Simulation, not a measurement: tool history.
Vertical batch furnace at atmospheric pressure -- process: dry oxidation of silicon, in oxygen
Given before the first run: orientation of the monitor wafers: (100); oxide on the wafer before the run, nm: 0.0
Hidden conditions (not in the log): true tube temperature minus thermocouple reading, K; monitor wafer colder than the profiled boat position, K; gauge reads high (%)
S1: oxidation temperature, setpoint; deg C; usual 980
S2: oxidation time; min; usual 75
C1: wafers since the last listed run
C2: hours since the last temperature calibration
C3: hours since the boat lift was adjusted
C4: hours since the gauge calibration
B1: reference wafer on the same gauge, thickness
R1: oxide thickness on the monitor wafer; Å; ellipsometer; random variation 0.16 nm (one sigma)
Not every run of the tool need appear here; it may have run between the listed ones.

run	hour	S1	S2	C1	C2	C3	C4	B1	R1
1	0	980	75	0	1544.6	2833.9	584.8	53.19	482.8
2	20.4	987	83	198	1565	2854.3	605.2	53.17	552.4
3	56.1	987	83	347	1600.7	2890	640.9	53.21	550.9
# hour 68.7: gauge calibrated
4	81.5	987	83	247	1626.1	2915.4	12.8	53.22	554.2
5	104.3	980	75	221	1648.9	2938.2	35.6	53.17	484
6	118.6	991	75	139	1663.2	2952.5	49.9	53.19	533.9
7	132.8	991	75	138	1677.4	2966.7	64.1	53.2	533.7
8	163.1	980	75	294	1707.7	2997	94.4	53.21	485.4
9	183.3	980	75	196	1727.9	3017.2	114.6	53.22	484.3
10	207.9	980	75	239	1752.5	3041.8	139.2	53.19	485.3
11	229.2	980	75	207	1773.8	3063.1	160.5	53.21	487.5
12	253.2	980	75	233	1797.8	3087.1	184.5	53.19	487.3
13	267.3	980	75	137	1811.9	3101.2	198.6	53.16	483.9
14	302.1	980	75	338	1846.7	3136	233.4	53.22	489.4
15	336.8	1000	75	337	1881.4	3170.7	268.1	53.22	591.6
16	366.6	960	64	289	1911.2	3200.5	297.9	53.2	372.2
17	384	966	101.5	169	1928.6	3217.9	315.3	53.18	537.4
18	407.5	958	56	228	1952.1	3241.4	338.8	53.18	338.9
# hour 451.4: boat lift adjusted
# hour 463.3: thermocouples replaced and temperature profile calibrated
19	463.8	997	75	198	0.5	12.4	395.1	53.17	558.9
20	469.4	980	55.5	54	6.1	18	400.7	53.15	392.2
21	488.7	980	75	187	25.4	37.3	420	53.22	474.7
22	504	1001	40.5	148	40.7	52.6	435.3	53.2	391.4
23	526.8	987	75	221	63.5	75.4	458.1	53.19	502.7
24	548.2	1004	42.5	208	84.9	96.8	479.5	53.2	416.6
25	572.4	980	94	235	109.1	121	503.7	53.21	556.1
26	600.7	980	75	275	137.4	149.3	532	53.21	474.6
27	631.4	973	75	298	168.1	180	562.7	53.19	448.6
28	662.8	980	75	305	199.5	211.4	594.1	53.21	474.4
# hour 683.4: gauge calibrated
29	687.9	980	75	244	224.6	236.5	4.5	53.21	476
30	710.9	987	89.5	223	247.6	259.5	27.5	53.19	566.2
31	731.2	999	56.5	197	267.9	279.8	47.8	53.19	475.1
32	746.9	995	75	152	283.6	295.5	63.5	53.18	543.6
33	850.4	964	46	1006	387.1	399	167	53.19	307.1
34	875.4	993	44	243	412.1	424	192	53.21	379.5
35	903.8	980	42	276	440.5	452.4	220.4	53.2	326.6
36	929.8	980	75	252	466.5	478.4	246.4	53.22	476.3
37	954.6	980	94	241	491.3	503.2	271.2	53.24	553.5
38	969.4	980	75	143	506.1	518	286	53.2	475.1

Below, some changes in R1 between adjacent runs. For each, the amount present without the hidden state too (settings, incoming material, random variation) and the amount remaining for the hidden state with gauge scatter not shared by both compared results:
Run 14 -> 15: S1 980 -> 1000. R1 +102.2 Å: hidden state +6.6, all else +95.6.
Run 15 -> 16: S1 1000 -> 960, S2 75 -> 64. R1 -219.4 Å: hidden state -9.6, all else -209.8.
Run 18 -> 19: S1 958 -> 997, S2 56 -> 75, boat lift adjusted, thermocouples replaced and temperature profile calibrated. R1 +220 Å: hidden state -9.1, all else +229.1.
Run 32 -> 33: S1 995 -> 964, S2 75 -> 46. R1 -236.5 Å: hidden state -1.4, all else -235.1.

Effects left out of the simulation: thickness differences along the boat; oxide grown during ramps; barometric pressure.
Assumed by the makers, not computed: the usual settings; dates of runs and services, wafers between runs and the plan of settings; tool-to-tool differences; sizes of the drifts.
